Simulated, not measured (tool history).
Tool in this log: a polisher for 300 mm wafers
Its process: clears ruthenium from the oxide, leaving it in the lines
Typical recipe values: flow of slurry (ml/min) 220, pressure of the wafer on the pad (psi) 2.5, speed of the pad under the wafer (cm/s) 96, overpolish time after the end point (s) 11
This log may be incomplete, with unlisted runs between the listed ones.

run   hour  flow of slurry (ml/min)  pressure of the wafer on the pad (psi)  speed of the pad under the wafer (cm/s)  overpolish time after the end point (s)  wafers since the last listed run  wafers polished on this pad  hours since the slurry nozzle was cleaned  hours since the head pressure was calibrated  incoming thickness of the incoming film, nm  time until the end point was called (s)
  1    0.0                      220                                     2.5                                       96                                       11                                 0                          766                                      102.6                                         744.5                                        133.7                                    108.8
  2    9.8                      220                                     2.5                                       96                                       11                                87                          854                                      112.4                                         754.3                                        134.8                                    111.5
  3   21.9                      220                                     1.9                                       96                                        7                               108                          963                                      124.5                                         766.4                                        135.7                                    139.7
      36.6  -- worn pad replaced by a new one
  4   39.3                      220                                     1.9                                       96                                        7                               120                           23                                      141.9                                         783.8                                        135.8                                    125.6
  5   48.2                      220                                     1.9                                       96                                        7                                79                          103                                      150.8                                         792.7                                        135.1                                    127.5
  6   61.5                      220                                     2.5                                       72                                       11                               119                          223                                      164.1                                         806.0                                        136.1                                    138.2
  7   70.1                      220                                     2.5                                       72                                       11                                77                          300                                      172.7                                         814.6                                        134.5                                    138.7
  8   83.5                      220                                     2.5                                       72                                       11                               120                          420                                      186.1                                         828.0                                        134.6                                    141.3
  9   92.3                      220                                     2.5                                       96                                       11                                78                          499                                      194.9                                         836.8                                        134.5                                    106.0
     105.9  -- head pressure recalibrated
 10  109.6                      220                                     2.5                                       96                                       11                               137                          636                                      212.2                                           3.7                                        136.7                                    109.2
 11  118.5                      220                                     2.5                                       96                                       11                                79                          716                                      221.1                                          12.6                                        132.6                                    106.7
 12  134.5                      220                                     2.5                                       96                                       11                               143                          860                                      237.1                                          28.6                                        134.5                                    111.5
 13  148.0                      220                                     2.5                                       96                                       11                               121                          981                                      250.6                                          42.1                                        136.4                                    114.2
     157.5  -- worn pad replaced by a new one
 14  158.0                      220                                     2.5                                       96                                       11                                53                            4                                      260.6                                          52.1                                        133.3                                    100.4
 15  174.2                      165                                     2.5                                       96                                       11                               145                          150                                      276.8                                          68.3                                        134.9                                    105.4
     181.6  -- slurry nozzle cleaned
 16  190.2                      165                                     2.5                                       96                                       11                               134                          284                                        8.6                                          84.3                                        137.5                                    111.7
 17  233.2                      220                                     2.5                                       96                                       11                               385                          670                                       51.6                                         127.3                                        132.4                                    105.6
 18  242.1                      220                                     2.5                                       96                                       11                                79                          750                                       60.5                                         136.2                                        134.4                                    109.3
 19  259.7                      220                                     2.5                                       96                                       11                               157                          908                                       78.1                                         153.8                                        134.4                                    113.5
     270.8  -- worn pad replaced by a new one
 20  271.9                      220                                     2.5                                       96                                        8                                73                           10                                       90.3                                         166.0                                        134.7                                    100.5
 21  279.9                      265                                     2.0                                       96                                       11                                71                           81                                       98.3                                         174.0                                        133.5                                    115.8
 22  286.1                      220                                     2.1                                      128                                       11                                55                          137                                      104.5                                         180.2                                        133.3                                     87.4
 23  303.3                      240                                     1.8                                       96                                       13                               154                          291                                      121.7                                         197.4                                        134.8                                    131.3
 24  309.4                      240                                     1.9                                       96                                       17                                54                          346                                      127.8                                         203.5                                        135.3                                    127.4
 25  319.2                      195                                     2.8                                      108                                       17                                87                          434                                      137.6                                         213.3                                        137.0                                     86.3
 26  328.4                      150                                     3.2                                       84                                       11                                82                          517                                      146.8                                         222.5                                        136.2                                    106.2
 27  341.0                      220                                     2.5                                       96                                       11                               113                          630                                      159.4                                         235.1                                        134.9                                    107.2
 28  349.3                      255                                     2.5                                       68                                       11                                74                          704                                      167.7                                         243.4                                        135.3                                    150.8
 29  363.6                      280                                     3.3                                       96                                       11                               128                          833                                      182.0                                         257.7                                        133.8                                     84.4
 30  377.9                      220                                     2.5                                       96                                       11                               128                          961                                      196.3                                         272.0                                        136.0                                    110.4
     387.8  -- worn pad replaced by a new one
 31  416.1                      265                                     2.0                                       96                                       11                               306                          254                                      234.5                                         310.2                                        134.0                                    119.5
 32  433.3                      220                                     2.5                                       96                                       11                               154                          408                                      251.7                                         327.4                                        135.0                                    104.1
 33  443.1                      245                                     2.5                                       70                                       16                                87                          496                                      261.5                                         337.2                                        134.8                                    146.0
     446.6  -- slurry nozzle cleaned
 34  458.2                      185                                     2.5                                       74                                       18                               126                          622                                       11.6                                         352.3                                        135.1                                    143.2
 35  473.5                      150                                     2.5                                      126                                       11                               137                          760                                       26.9                                         367.6                                        134.1                                     90.6
 36  488.6                      270                                     2.5                                       96                                        4                               135                          895                                       42.0                                         382.7                                        135.1                                    111.6

Below, some changes in time until the end point was called (s) between adjacent runs. For each, the amount present without the hidden state too (settings, incoming material, random variation) and the amount remaining for the hidden state with gauge scatter not shared by both compared results:
Hidden state at play: removal rate lost through wear of the pad, %; slurry flow missing at the pad, %; deviation of the head's pressure from its setpoint, %.
Run 3 -> 4: worn pad replaced by a new one. time until the end point was called (s) -14.1: hidden state -15.0, all else +0.9.
Run 13 -> 14: worn pad replaced by a new one. time until the end point was called (s) -13.8: hidden state -12.4, all else -1.4.
Run 19 -> 20: overpolish time after the end point (s) 11 -> 8, worn pad replaced by a new one. time until the end point was called (s) -13.0: hidden state -12.0, all else -1.0.
Run 22 -> 23: flow of slurry (ml/min) 220 -> 240, pressure of the wafer on the pad (psi) 2.1 -> 1.8, speed of the pad under the wafer (cm/s) 128 -> 96, overpolish time after the end point (s) 11 -> 13. time until the end point was called (s) +43.9: hidden state +2.9, all else +41.0.
Run 28 -> 29: flow of slurry (ml/min) 255 -> 280, pressure of the wafer on the pad (psi) 2.5 -> 3.3, speed of the pad under the wafer (cm/s) 68 -> 96. time until the end point was called (s) -66.4: hidden state -4.1, all else -62.3.
Run 34 -> 35: flow of slurry (ml/min) 185 -> 150, speed of the pad under the wafer (cm/s) 74 -> 126, overpolish time after the end point (s) 18 -> 11. time until the end point was called (s) -52.6: hidden state -2.6, all else -50.0.
